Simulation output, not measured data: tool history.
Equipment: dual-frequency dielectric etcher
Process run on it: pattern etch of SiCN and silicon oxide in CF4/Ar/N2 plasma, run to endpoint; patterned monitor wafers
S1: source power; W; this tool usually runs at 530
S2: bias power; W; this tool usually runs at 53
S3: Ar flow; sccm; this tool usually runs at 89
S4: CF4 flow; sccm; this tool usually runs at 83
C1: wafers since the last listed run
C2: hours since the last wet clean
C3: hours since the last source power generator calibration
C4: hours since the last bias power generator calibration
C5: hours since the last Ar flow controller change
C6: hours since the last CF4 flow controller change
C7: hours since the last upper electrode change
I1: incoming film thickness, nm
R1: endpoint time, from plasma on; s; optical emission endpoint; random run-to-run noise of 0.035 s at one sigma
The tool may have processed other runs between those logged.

run,day,S1,S2,S3,S4,C1,C2,C3,C4,C5,C6,C7,I1,R1
1,0.000,530,53,89,83,0,396.8,124.6,3552.4,995.7,4720.4,128.2,8.71,9.7
2,2.308,470,66,72,100,726,452.2,180.0,3607.8,1051.1,4775.8,183.6,8.72,10.1
3,3.933,530,53,102,83,511,491.2,219.0,3646.8,1090.1,4814.8,222.6,8.70,10.0
4,6.458,530,53,73,83,794,551.8,279.6,3707.4,1150.7,4875.4,283.2,8.71,9.6
# day 7.733: wet clean of the chamber
5,8.500,530,53,73,83,327,18.4,328.6,3756.4,1199.7,4924.4,332.2,8.79,9.4
6,10.083,460,53,89,99,498,56.4,366.6,3794.4,1237.7,4962.4,370.2,8.68,10.9
7,11.204,420,58,101,74,352,83.3,393.5,3821.3,1264.6,4989.3,397.1,8.71,12.4
8,12.592,530,49,104,83,436,116.6,426.8,3854.6,1297.9,5022.6,430.4,8.73,10.1
# day 19.096: bias power generator calibrated
9,21.242,410,53,89,76,2670,324.2,634.4,51.5,1505.5,5230.2,638.0,8.62,12.6
10,24.038,630,53,76,77,880,391.3,701.5,118.6,1572.6,5297.3,705.1,8.75,8.1
11,26.842,530,53,89,83,882,458.6,768.8,185.9,1639.9,5364.6,772.4,8.69,9.7
# day 30.858: Ar flow controller replaced
# day 33.117: CF4 flow controller replaced
# day 33.700: wet clean of the chamber
12,34.667,530,53,89,83,2122,23.2,956.6,373.7,91.4,37.2,960.2,8.72,9.5
13,37.583,530,53,89,83,918,93.2,1026.6,443.7,161.4,107.2,1030.2,8.67,9.6
14,39.871,430,53,70,83,720,148.1,1081.5,498.6,216.3,162.1,1085.1,8.72,11.6
15,42.729,530,58,79,89,899,216.7,1150.1,567.2,284.9,230.7,1153.7,8.76,9.3
16,44.921,500,53,97,83,690,269.3,1202.7,619.8,337.5,283.3,1206.3,8.69,10.3
17,47.883,630,53,89,83,932,340.4,1273.8,690.9,408.6,354.4,1277.4,8.60,8.1
18,50.212,530,53,89,83,733,396.3,1329.7,746.8,464.5,410.3,1333.3,8.66,9.7
19,52.879,490,42,89,83,839,460.3,1393.7,810.8,528.5,474.3,1397.3,8.67,11.0
20,55.796,450,47,89,83,918,530.3,1463.7,880.8,598.5,544.3,1467.3,8.74,12.0
21,57.225,530,53,89,97,449,564.6,1498.0,915.1,632.8,578.6,1501.6,8.63,9.6
22,58.638,400,48,71,83,444,598.5,1531.9,949.0,666.7,612.5,1535.5,8.63,13.0
# day 60.692: wet clean of the chamber
23,60.712,530,53,110,83,338,0.5,1581.7,998.8,716.5,662.3,1585.3,8.70,9.8

Below are 5 alternative next runs, each starting from the tool's condition after run 23. Predict each:
A,60.729,530,53,89,83,5,0.9,1582.1,999.2,716.9,662.7,1585.7,8.73,?
B,60.729,530,53,69,97,5,0.9,1582.1,999.2,716.9,662.7,1585.7,8.73,?
C,60.729,530,53,70,83,5,0.9,1582.1,999.2,716.9,662.7,1585.7,8.73,?
D,60.729,640,53,89,83,5,0.9,1582.1,999.2,716.9,662.7,1585.7,8.73,?
E,60.729,530,53,89,71,5,0.9,1582.1,999.2,716.9,662.7,1585.7,8.73,?

run,R1
A,9.5
B,9.0
C,9.2
D,7.8
E,9.6
Without the tool's unlogged condition, the same runs would have read:
run,R1
A,9.5
B,9.1
C,9.2
D,7.9
E,9.7
